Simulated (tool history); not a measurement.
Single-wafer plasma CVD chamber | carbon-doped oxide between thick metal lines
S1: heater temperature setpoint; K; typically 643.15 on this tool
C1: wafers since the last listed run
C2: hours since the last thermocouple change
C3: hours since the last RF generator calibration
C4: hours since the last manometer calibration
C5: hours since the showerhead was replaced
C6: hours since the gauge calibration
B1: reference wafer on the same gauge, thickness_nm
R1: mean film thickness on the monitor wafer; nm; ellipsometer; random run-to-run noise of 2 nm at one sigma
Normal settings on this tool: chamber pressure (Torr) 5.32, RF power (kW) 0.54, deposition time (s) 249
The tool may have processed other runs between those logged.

Run 1, hour 0: usual settings but chamber pressure (Torr) 4.51; C1 0; C2 2342.4; C3 1011.1; C4 1553.3; C5 3973.8; C6 125.5; B1 1170.23. Result: R1 1167.993 nm.
Run 2, hour 13.1: usual settings; C1 56; C2 2355.5; C3 1024.2; C4 1566.4; C5 3986.9; C6 138.6; B1 1169.587. Result: R1 1192.44 nm.
Run 3, hour 23.6: usual settings; C1 45; C2 2366; C3 1034.7; C4 1576.9; C5 3997.4; C6 149.1; B1 1169.288. Result: R1 1185.864 nm.
Run 4, hour 40.5: usual settings; C1 72; C2 2382.9; C3 1051.6; C4 1593.8; C5 4014.3; C6 166; B1 1169.911. Result: R1 1184.48 nm.
Run 5, hour 51.4: usual settings; C1 46; C2 2393.8; C3 1062.5; C4 1604.7; C5 4025.2; C6 176.9; B1 1169.895. Result: R1 1189.081 nm.
At hour 58.4: gauge calibrated.
Run 6, hour 62.9: usual settings; C1 49; C2 2405.3; C3 1074; C4 1616.2; C5 4036.7; C6 4.5; B1 1170.338. Result: R1 1184.503 nm.
At hour 83.9: RF generator calibrated.
At hour 88.6: capacitance manometer re-zeroed and calibrated.
Run 7, hour 89.1: usual settings; C1 57; C2 2431.5; C3 5.2; C4 0.5; C5 4062.9; C6 30.7; B1 1169.977. Result: R1 1242.731 nm.
Run 8, hour 89.6: usual settings; C1 2; C2 2432; C3 5.7; C4 1; C5 4063.4; C6 31.2; B1 1170.241. Result: R1 1244.247 nm.
At hour 105.8: thermocouple changed; heater temperature recalibrated.
Run 9, hour 106.3: usual settings but S1 650.15 K, chamber pressure (Torr) 4.8; C1 37; C2 0.5; C3 22.4; C4 17.7; C5 4080.1; C6 47.9; B1 1169.712. Result: R1 1208.509 nm.
Run 10, hour 113.9: usual settings but S1 639.15 K, chamber pressure (Torr) 4.92, RF power (kW) 0.58, deposition time (s) 279; C1 32; C2 8.1; C3 30; C4 25.3; C5 4087.7; C6 55.5; B1 1169.842. Result: R1 1454.601 nm.
At hour 130.5: showerhead replaced.
Run 11, hour 131: usual settings but chamber pressure (Torr) 6.21, RF power (kW) 0.44; C1 39; C2 25.2; C3 47.1; C4 42.4; C5 0.5; C6 72.6; B1 1170.142. Result: R1 1103.1 nm.
Run 12, hour 135.6: usual settings; C1 19; C2 29.8; C3 51.7; C4 47; C5 5.1; C6 77.2; B1 1170.108. Result: R1 1242.217 nm.
Run 13, hour 150.1: usual settings; C1 62; C2 44.3; C3 66.2; C4 61.5; C5 19.6; C6 91.7; B1 1170.024. Result: R1 1240.638 nm.
Run 14, hour 159.4: usual settings but deposition time (s) 213; C1 39; C2 53.6; C3 75.5; C4 70.8; C5 28.9; C6 101; B1 1169.999. Result: R1 1060.122 nm.

Run 15 comes next. What will it give?
Run 15, hour 175.1: usual settings; C1 67; C2 69.3; C3 91.2; C4 86.5; C5 44.6; C6 116.7; B1 ?. Result: R1 ?.

{"run 15": {"B1": 1170.315, "R1": 1241.246}}
If the tool had no hidden condition, the same run with the same run-to-run variation would have returned R1 1247.937 nm.

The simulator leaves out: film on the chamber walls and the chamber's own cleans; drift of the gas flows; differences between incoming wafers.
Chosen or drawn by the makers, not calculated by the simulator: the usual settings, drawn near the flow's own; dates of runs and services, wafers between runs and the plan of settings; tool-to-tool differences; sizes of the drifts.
